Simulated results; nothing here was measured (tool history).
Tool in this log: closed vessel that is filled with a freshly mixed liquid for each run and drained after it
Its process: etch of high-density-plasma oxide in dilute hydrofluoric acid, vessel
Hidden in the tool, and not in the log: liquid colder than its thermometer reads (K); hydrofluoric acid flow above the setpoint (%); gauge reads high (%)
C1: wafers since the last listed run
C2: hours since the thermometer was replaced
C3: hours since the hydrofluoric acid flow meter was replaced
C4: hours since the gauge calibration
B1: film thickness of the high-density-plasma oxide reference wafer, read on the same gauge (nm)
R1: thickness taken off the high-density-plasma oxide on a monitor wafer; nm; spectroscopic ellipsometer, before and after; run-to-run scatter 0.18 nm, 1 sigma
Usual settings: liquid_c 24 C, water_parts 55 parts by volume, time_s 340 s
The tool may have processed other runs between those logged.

Run 1, day 0: usual settings; C1 0; C2 896.3; C3 677.4; C4 147.6; B1 109.99. Result: R1 47.14 nm.
Run 2, day 3.554: usual settings; C1 7400; C2 981.6; C3 762.7; C4 232.9; B1 109.98. Result: R1 46.72 nm.
Run 3, day 7.938: usual settings; C1 9126; C2 1086.8; C3 867.9; C4 338.1; B1 110.01. Result: R1 46.7 nm.
Run 4, day 10.512: usual settings; C1 5361; C2 1148.6; C3 929.7; C4 399.9; B1 110.02. Result: R1 46.83 nm.
At day 12.346: hydrofluoric acid flow meter replaced.
Run 5, day 13.642: usual settings but water_parts 40 parts by volume, time_s 395 s; C1 6428; C2 1223.7; C3 31.1; C4 475; B1 109.96. Result: R1 75.89 nm.
Run 6, day 17.488: usual settings but water_parts 40 parts by volume, time_s 395 s; C1 8007; C2 1316; C3 123.4; C4 567.3; B1 110.03. Result: R1 75.83 nm.
Run 7, day 19.396: usual settings; C1 3973; C2 1361.8; C3 169.2; C4 613.1; B1 109.99. Result: R1 46.15 nm.
Run 8, day 22.738: usual settings; C1 6957; C2 1442; C3 249.4; C4 693.3; B1 110.03. Result: R1 46.17 nm.
Run 9, day 26.279: usual settings; C1 7373; C2 1527; C3 334.4; C4 778.3; B1 110.01. Result: R1 46.62 nm.
Run 10, day 29.129: usual settings but liquid_c 27 C, water_parts 65 parts by volume; C1 5933; C2 1595.4; C3 402.8; C4 846.7; B1 110.02. Result: R1 43.6 nm.
Run 11, day 30.875: usual settings but liquid_c 27 C, water_parts 65 parts by volume; C1 3634; C2 1637.3; C3 444.7; C4 888.6; B1 110.01. Result: R1 43.44 nm.
Run 12, day 32.471: usual settings; C1 3322; C2 1675.6; C3 483; C4 926.9; B1 110. Result: R1 46.09 nm.
Run 13, day 34.371: usual settings but water_parts 65 parts by volume; C1 3955; C2 1721.2; C3 528.6; C4 972.5; B1 110. Result: R1 38.69 nm.
Run 14, day 37.658: usual settings but liquid_c 25.5 C, water_parts 65 parts by volume; C1 6844; C2 1800.1; C3 607.5; C4 1051.4; B1 109.97. Result: R1 40.97 nm.
Run 15, day 41.738: usual settings but liquid_c 19.5 C, water_parts 30 parts by volume, time_s 155 s; C1 8493; C2 1898; C3 705.4; C4 1149.3; B1 110. Result: R1 32.48 nm.
Run 16, day 45.017: usual settings but time_s 205 s; C1 6827; C2 1976.7; C3 784.1; C4 1228; B1 110.01. Result: R1 27.61 nm.
At day 47.229: hydrofluoric acid flow meter replaced.
Run 17, day 48.812: usual settings but time_s 205 s; C1 7816; C2 2067.8; C3 38; C4 1319.1; B1 110.02. Result: R1 27.53 nm.
At day 50.483: gauge calibrated.
Run 18, day 51.612: usual settings but liquid_c 19.5 C; C1 5829; C2 2135; C3 105.2; C4 27.1; B1 110. Result: R1 37.67 nm.
Run 19, day 54.171: usual settings but liquid_c 22 C, water_parts 70 parts by volume, time_s 405 s; C1 5326; C2 2196.4; C3 166.6; C4 88.5; B1 109.97. Result: R1 38.57 nm.
Run 20, day 55.954: usual settings but liquid_c 19.5 C, water_parts 85 parts by volume; C1 3713; C2 2239.2; C3 209.4; C4 131.3; B1 109.96. Result: R1 23.41 nm.
Run 21, day 57.975: usual settings but liquid_c 28.5 C, water_parts 30 parts by volume, time_s 210 s; C1 4207; C2 2287.7; C3 257.9; C4 179.8; B1 109.96. Result: R1 64.24 nm.
At day 65.442: thermometer replaced.
Run 22, day 70.65: usual settings but liquid_c 21.5 C, water_parts 45 parts by volume, time_s 415 s; C1 26303; C2 125; C3 562.1; C4 484; B1 110. Result: R1 65.5 nm.
Run 23, day 72.375: usual settings but liquid_c 22.5 C, water_parts 75 parts by volume, time_s 465 s; C1 3591; C2 166.4; C3 603.5; C4 525.4; B1 110.05. Result: R1 44.08 nm.
Run 24, day 75.221: usual settings; C1 5925; C2 234.7; C3 671.8; C4 593.7; B1 110.02. Result: R1 48.09 nm.
Run 25, day 77.275: usual settings but water_parts 30 parts by volume, time_s 485 s; C1 4276; C2 284; C3 721.1; C4 643; B1 110.03. Result: R1 130.2 nm.
Run 26, day 80.192: usual settings but liquid_c 20.5 C, water_parts 75 parts by volume; C1 6072; C2 354; C3 791.1; C4 713; B1 109.98. Result: R1 29.56 nm.
At day 81.304: hydrofluoric acid flow meter replaced.
Run 27, day 81.833: usual settings; C1 3331; C2 393.4; C3 12.7; C4 752.4; B1 109.99. Result: R1 47.93 nm.

How would selected steps in R1 from run to run divide? Give the signed amount a tool lacking its hidden state would still show from settings, what came in and random variation, and the signed amount left for the hidden state, including any gauge scatter that is not in both of the compared results.
Run 20 -> 21: liquid_c 19.5 -> 28.5, water_parts 85 -> 30, time_s 340 -> 210. R1 +40.83 nm: hidden state -2.81, all else +43.64.
Run 21 -> 22: liquid_c 28.5 -> 21.5, water_parts 30 -> 45, time_s 210 -> 415, thermometer replaced. R1 +1.26 nm: hidden state +3.78, all else -2.52.
Run 24 -> 25: water_parts 55 -> 30, time_s 340 -> 485. R1 +82.11 nm: hidden state -1.25, all else +83.36.
Run 25 -> 26: liquid_c 24 -> 20.5, water_parts 30 -> 75, time_s 485 -> 340. R1 -100.64 nm: hidden state +1.4, all else -102.04.

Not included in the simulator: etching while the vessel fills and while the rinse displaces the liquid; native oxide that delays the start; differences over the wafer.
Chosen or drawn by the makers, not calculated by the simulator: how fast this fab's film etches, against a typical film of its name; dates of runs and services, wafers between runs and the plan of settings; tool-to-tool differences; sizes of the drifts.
